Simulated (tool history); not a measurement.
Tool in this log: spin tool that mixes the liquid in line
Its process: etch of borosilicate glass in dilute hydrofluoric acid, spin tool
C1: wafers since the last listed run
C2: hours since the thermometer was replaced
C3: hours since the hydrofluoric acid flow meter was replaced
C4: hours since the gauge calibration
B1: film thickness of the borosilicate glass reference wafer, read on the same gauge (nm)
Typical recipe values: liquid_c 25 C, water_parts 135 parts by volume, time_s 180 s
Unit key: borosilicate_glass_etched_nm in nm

run 1 hour=0 | liquid_c=25 water_parts=165 time_s=180 | C1=0 C2=1186.9 C3=511.5 C4=1253.1 | B1=129.98 | borosilicate_glass_etched_nm=21.22
run 2 hour=40 | liquid_c=25 water_parts=105 time_s=150 | C1=243 C2=1226.9 C3=551.5 C4=1293.1 | B1=130.01 | borosilicate_glass_etched_nm=28.9
run 3 hour=96.8 | liquid_c=25 water_parts=105 time_s=150 | C1=345 C2=1283.7 C3=608.3 C4=1349.9 | B1=129.98 | borosilicate_glass_etched_nm=29.62
run 4 hour=130.4 | liquid_c=25 water_parts=135 time_s=180 | C1=204 C2=1317.3 C3=641.9 C4=1383.5 | B1=129.97 | borosilicate_glass_etched_nm=26.24
run 5 hour=191.9 | liquid_c=25 water_parts=135 time_s=180 | C1=374 C2=1378.8 C3=703.4 C4=1445 | B1=130.02 | borosilicate_glass_etched_nm=26.13
run 6 hour=225.3 | liquid_c=25 water_parts=135 time_s=180 | C1=203 C2=1412.2 C3=736.8 C4=1478.4 | B1=130 | borosilicate_glass_etched_nm=25.93
run 7 hour=261.3 | liquid_c=25 water_parts=135 time_s=180 | C1=218 C2=1448.2 C3=772.8 C4=1514.4 | B1=130 | borosilicate_glass_etched_nm=26.31
run 8 hour=314.5 | liquid_c=25 water_parts=135 time_s=180 | C1=323 C2=1501.4 C3=826 C4=1567.6 | B1=130 | borosilicate_glass_etched_nm=26.15
run 9 hour=347.8 | liquid_c=25 water_parts=135 time_s=95 | C1=202 C2=1534.7 C3=859.3 C4=1600.9 | B1=130 | borosilicate_glass_etched_nm=13.84
run 10 hour=398 | liquid_c=25 water_parts=135 time_s=95 | C1=305 C2=1584.9 C3=909.5 C4=1651.1 | B1=130.02 | borosilicate_glass_etched_nm=13.44
run 11 hour=467.9 | liquid_c=25 water_parts=135 time_s=95 | C1=425 C2=1654.8 C3=979.4 C4=1721 | B1=130.01 | borosilicate_glass_etched_nm=13.41
run 12 hour=518.4 | liquid_c=25 water_parts=135 time_s=180 | C1=307 C2=1705.3 C3=1029.9 C4=1771.5 | B1=130.01 | borosilicate_glass_etched_nm=25.65
-- hour=560.4 gauge calibrated
run 13 hour=583.7 | liquid_c=25 water_parts=135 time_s=180 | C1=397 C2=1770.6 C3=1095.2 C4=23.3 | B1=130.01 | borosilicate_glass_etched_nm=24.81
-- hour=599.6 hydrofluoric acid flow meter replaced
run 14 hour=610.2 | liquid_c=23 water_parts=180 time_s=245 | C1=155 C2=1797.1 C3=10.6 C4=49.8 | B1=130 | borosilicate_glass_etched_nm=20.96
run 15 hour=656.2 | liquid_c=25 water_parts=180 time_s=250 | C1=279 C2=1843.1 C3=56.6 C4=95.8 | B1=130 | borosilicate_glass_etched_nm=22.85
run 16 hour=712.9 | liquid_c=25 water_parts=135 time_s=180 | C1=344 C2=1899.8 C3=113.3 C4=152.5 | B1=129.99 | borosilicate_glass_etched_nm=23.06
run 17 hour=776.3 | liquid_c=20.5 water_parts=170 time_s=145 | C1=385 C2=1963.2 C3=176.7 C4=215.9 | B1=129.99 | borosilicate_glass_etched_nm=11.8
run 18 hour=837.9 | liquid_c=25 water_parts=135 time_s=180 | C1=374 C2=2024.8 C3=238.3 C4=277.5 | B1=130.01 | borosilicate_glass_etched_nm=22.89
-- hour=874.5 hydrofluoric acid flow meter replaced, repeated, since the last time left the tool worse
run 19 hour=899.8 | liquid_c=29.5 water_parts=175 time_s=270 | C1=370 C2=2086.7 C3=25.3 C4=339.4 | B1=130.03 | borosilicate_glass_etched_nm=35.88
-- hour=989.7 thermometer replaced
run 20 hour=1108.3 | liquid_c=29 water_parts=85 time_s=100 | C1=1261 C2=118.6 C3=233.8 C4=547.9 | B1=130.01 | borosilicate_glass_etched_nm=29.66
run 21 hour=1146.9 | liquid_c=23 water_parts=170 time_s=255 | C1=234 C2=157.2 C3=272.4 C4=586.5 | B1=129.99 | borosilicate_glass_etched_nm=27.12
run 22 hour=1199.3 | liquid_c=28 water_parts=135 time_s=75 | C1=318 C2=209.6 C3=324.8 C4=638.9 | B1=130 | borosilicate_glass_etched_nm=12.57
run 23 hour=1253 | liquid_c=26.5 water_parts=135 time_s=180 | C1=326 C2=263.3 C3=378.5 C4=692.6 | B1=130 | borosilicate_glass_etched_nm=28.42
run 24 hour=1296.9 | liquid_c=21.5 water_parts=200 time_s=125 | C1=266 C2=307.2 C3=422.4 C4=736.5 | B1=130.01 | borosilicate_glass_etched_nm=10.28
run 25 hour=1360.9 | liquid_c=25 water_parts=180 time_s=140 | C1=389 C2=371.2 C3=486.4 C4=800.5 | B1=130.02 | borosilicate_glass_etched_nm=14.55
run 26 hour=1387.2 | liquid_c=29.5 water_parts=135 time_s=180 | C1=159 C2=397.5 C3=512.7 C4=826.8 | B1=130 | borosilicate_glass_etched_nm=31.68
run 27 hour=1472.2 | liquid_c=25 water_parts=135 time_s=180 | C1=516 C2=482.5 C3=597.7 C4=911.8 | B1=130.02 | borosilicate_glass_etched_nm=26.24
run 28 hour=1498.5 | liquid_c=22 water_parts=170 time_s=245 | C1=159 C2=508.8 C3=624 C4=938.1 | B1=129.98 | borosilicate_glass_etched_nm=24.52
run 29 hour=1549.9 | liquid_c=21 water_parts=135 time_s=250 | C1=312 C2=560.2 C3=675.4 C4=989.5 | B1=130.02 | borosilicate_glass_etched_nm=31.07
run 30 hour=1656.9 | liquid_c=23.5 water_parts=135 time_s=210 | C1=650 C2=667.2 C3=782.4 C4=1096.5 | B1=130.01 | borosilicate_glass_etched_nm=28.51
run 31 hour=1720.6 | liquid_c=27 water_parts=205 time_s=230 | C1=387 C2=730.9 C3=846.1 C4=1160.2 | B1=130.02 | borosilicate_glass_etched_nm=21.45
run 32 hour=1763.2 | liquid_c=25 water_parts=135 time_s=180 | C1=259 C2=773.5 C3=888.7 C4=1202.8 | B1=129.97 | borosilicate_glass_etched_nm=25.86

Alternative continuations, all from the tool just after run 32; predict every row:
run A hour=1763.7 | liquid_c=25 water_parts=170 time_s=180 | C1=3 C2=774 C3=889.2 C4=1203.3 | B1=? | borosilicate_glass_etched_nm=?
run B hour=1763.7 | liquid_c=20 water_parts=160 time_s=90 | C1=3 C2=774 C3=889.2 C4=1203.3 | B1=? | borosilicate_glass_etched_nm=?
run C hour=1763.7 | liquid_c=28 water_parts=135 time_s=180 | C1=3 C2=774 C3=889.2 C4=1203.3 | B1=? | borosilicate_glass_etched_nm=?
run D hour=1763.7 | liquid_c=29.5 water_parts=105 time_s=115 | C1=3 C2=774 C3=889.2 C4=1203.3 | B1=? | borosilicate_glass_etched_nm=?
run E hour=1763.7 | liquid_c=20.5 water_parts=135 time_s=245 | C1=3 C2=774 C3=889.2 C4=1203.3 | B1=? | borosilicate_glass_etched_nm=?

run=A B1=130 borosilicate_glass_etched_nm=19.75
run=B B1=130 borosilicate_glass_etched_nm=8.77
run=C B1=130 borosilicate_glass_etched_nm=29.05
run=D B1=130 borosilicate_glass_etched_nm=26.32
run=E B1=130 borosilicate_glass_etched_nm=29.68
Without the tool's hidden state the same runs would have given:
run=A borosilicate_glass_etched_nm=21.57
run=B borosilicate_glass_etched_nm=9.56
run=C borosilicate_glass_etched_nm=31.68
run=D borosilicate_glass_etched_nm=28.64
run=E borosilicate_glass_etched_nm=32.29
